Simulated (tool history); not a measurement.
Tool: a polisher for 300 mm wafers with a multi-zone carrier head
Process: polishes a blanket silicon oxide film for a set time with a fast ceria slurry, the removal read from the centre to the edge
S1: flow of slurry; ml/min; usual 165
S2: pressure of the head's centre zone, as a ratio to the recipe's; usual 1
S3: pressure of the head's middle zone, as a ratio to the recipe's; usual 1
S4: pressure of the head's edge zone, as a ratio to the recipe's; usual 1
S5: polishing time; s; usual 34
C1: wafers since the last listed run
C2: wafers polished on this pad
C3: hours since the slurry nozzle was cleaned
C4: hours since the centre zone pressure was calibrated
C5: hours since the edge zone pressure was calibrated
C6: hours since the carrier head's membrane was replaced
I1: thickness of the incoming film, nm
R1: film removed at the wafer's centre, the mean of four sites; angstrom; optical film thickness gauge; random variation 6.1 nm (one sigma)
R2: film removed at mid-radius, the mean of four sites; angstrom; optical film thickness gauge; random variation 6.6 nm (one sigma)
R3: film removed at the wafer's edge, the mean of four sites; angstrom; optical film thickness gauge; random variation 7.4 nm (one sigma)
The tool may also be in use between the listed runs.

| run | hour | S1 | S2 | S3 | S4 | S5 | C1 | C2 | C3 | C4 | C5 | C6 | I1 | R1 | R2 | R3 |
|---|---|---|---|---|---|---|---|---|---|---|---|---|---|---|---|---|
| 1 | 0 | 165 | 1 | 1 | 1 | 34 | 0 | 607 | 268 | 1066.7 | 542.1 | 911.8 | 1995.3 | 5431 | 5327 | 5596 |
|  | 19.3 | slurry nozzle cleaned |
|  | 29.1 | edge zone pressure recalibrated |
|  | 37.4 | carrier head's membrane replaced by a new one |
| 2 | 42.7 | 165 | 1 | 1 | 1 | 34 | 413 | 1020 | 23.4 | 1109.4 | 13.6 | 5.3 | 2036.3 | 5491 | 5466 | 5591 |
| 3 | 85.2 | 165 | 1 | 1 | 1 | 34 | 505 | 1526 | 65.9 | 1151.9 | 56.1 | 47.8 | 2051.7 | 5289 | 5459 | 5481 |
| 4 | 127.7 | 165 | 1 | 1 | 1 | 34 | 505 | 2032 | 108.4 | 1194.4 | 98.6 | 90.3 | 2010.9 | 5280 | 5232 | 5449 |
| 5 | 158.1 | 165 | 1 | 1 | 1 | 34 | 361 | 2394 | 138.8 | 1224.8 | 129 | 120.7 | 2057.6 | 5150 | 5307 | 5573 |
| 6 | 208.6 | 165 | 1 | 1 | 1 | 34 | 601 | 2995 | 189.3 | 1275.3 | 179.5 | 171.2 | 2025.4 | 5151 | 5310 | 5332 |
| 7 | 241.8 | 165 | 1 | 1.06 | 0.91 | 34 | 395 | 3390 | 222.5 | 1308.5 | 212.7 | 204.4 | 2033.7 | 5091 | 5379 | 5290 |
| 8 | 288.9 | 200 | 1 | 1.08 | 1 | 34 | 560 | 3951 | 269.6 | 1355.6 | 259.8 | 251.5 | 2032.1 | 5358 | 5445 | 5489 |
|  | 315.6 | worn pad replaced by a new one |
|  | 367.3 | centre zone pressure recalibrated |
|  | 393.9 | slurry nozzle cleaned |
| 9 | 489.9 | 165 | 1 | 1 | 1.11 | 34 | 2309 | 2039 | 96 | 122.6 | 460.8 | 452.5 | 1992.3 | 5232 | 5457 | 5719 |
| 10 | 550.8 | 165 | 1 | 1 | 1 | 34 | 724 | 2764 | 156.9 | 183.5 | 521.7 | 513.4 | 2013.9 | 5212 | 5348 | 5400 |
| 11 | 597.6 | 165 | 0.9 | 1.05 | 1 | 39 | 557 | 3321 | 203.7 | 230.3 | 568.5 | 560.2 | 2054.6 | 5515 | 6155 | 6209 |
|  | 622.7 | worn pad replaced by a new one |
| 12 | 623.2 | 165 | 1 | 1 | 1 | 34 | 257 | 5 | 229.3 | 255.9 | 594.1 | 585.8 | 2037.5 | 5552 | 5646 | 5888 |
| 13 | 655 | 165 | 0.91 | 1 | 1.1 | 25 | 378 | 384 | 261.1 | 287.7 | 625.9 | 617.6 | 2045 | 3688 | 4036 | 4308 |
|  | 665.3 | edge zone pressure recalibrated |
| 14 | 697.9 | 165 | 1 | 1 | 1 | 34 | 486 | 871 | 304 | 330.6 | 32.6 | 660.5 | 2031.7 | 5324 | 5326 | 5534 |
| 15 | 727.2 | 165 | 1 | 1 | 1 | 34 | 348 | 1219 | 333.3 | 359.9 | 61.9 | 689.8 | 2056 | 5174 | 5386 | 5647 |
|  | 736.8 | slurry nozzle cleaned |
| 16 | 770.1 | 165 | 0.97 | 0.91 | 1 | 34 | 498 | 1718 | 33.3 | 402.8 | 104.8 | 732.7 | 2038.2 | 5158 | 5183 | 5546 |
| 17 | 821 | 150 | 1 | 1 | 1.03 | 34 | 605 | 2324 | 84.2 | 453.7 | 155.7 | 783.6 | 2048.5 | 5187 | 5329 | 5470 |
| 18 | 856.7 | 180 | 1 | 1 | 1 | 44 | 424 | 2749 | 119.9 | 489.4 | 191.4 | 819.3 | 2056.7 | 6998 | 7128 | 7109 |
| 19 | 893.8 | 205 | 1 | 1 | 0.9 | 34 | 441 | 3191 | 157 | 526.5 | 228.5 | 856.4 | 1988.5 | 5432 | 5391 | 5354 |
|  | 928.2 | worn pad replaced by a new one |
| 20 | 935.2 | 110 | 1 | 1 | 0.9 | 45 | 445 | 83 | 198.4 | 567.9 | 269.9 | 897.8 | 2011.3 | 6495 | 6659 | 6732 |
|  | 956.2 | carrier head's membrane replaced by a new one |
| 21 | 1000.4 | 165 | 0.93 | 1.09 | 1 | 29 | 716 | 799 | 263.6 | 633.1 | 335.1 | 44.2 | 2005.3 | 4344 | 4766 | 4810 |
|  | 1091.8 | slurry nozzle cleaned |
| 22 | 1098.1 | 225 | 0.92 | 1 | 0.93 | 34 | 1151 | 1951 | 6.3 | 730.8 | 432.8 | 141.9 | 2049.2 | 5254 | 5700 | 5607 |
| 23 | 1162.7 | 165 | 1 | 1 | 1 | 34 | 768 | 2720 | 70.9 | 795.4 | 497.4 | 206.5 | 2033.9 | 5310 | 5298 | 5441 |

Forecast each of these 3 alternatives for the next run:
| A | 1163.1 | 165 | 1 | 1 | 1 | 24 | 4 | 2724 | 71.3 | 795.8 | 497.8 | 206.9 | 2030.8 | ? | ? | ? |
| B | 1163.1 | 115 | 1 | 1 | 1 | 34 | 4 | 2724 | 71.3 | 795.8 | 497.8 | 206.9 | 2030.8 | ? | ? | ? |
| C | 1163.1 | 165 | 1.05 | 1 | 1 | 34 | 4 | 2724 | 71.3 | 795.8 | 497.8 | 206.9 | 2030.8 | ? | ? | ? |

| run | R1 | R2 | R3 |
|---|---|---|---|
| A | 3760 | 3716 | 3794 |
| B | 4860 | 4859 | 5083 |
| C | 5566 | 5263 | 5375 |
Without the tool's hidden state the same runs would have given:
| run | R1 | R2 | R3 |
|---|---|---|---|
| A | 4114 | 4053 | 4111 |
| B | 5379 | 5351 | 5538 |
| C | 6091 | 5741 | 5823 |
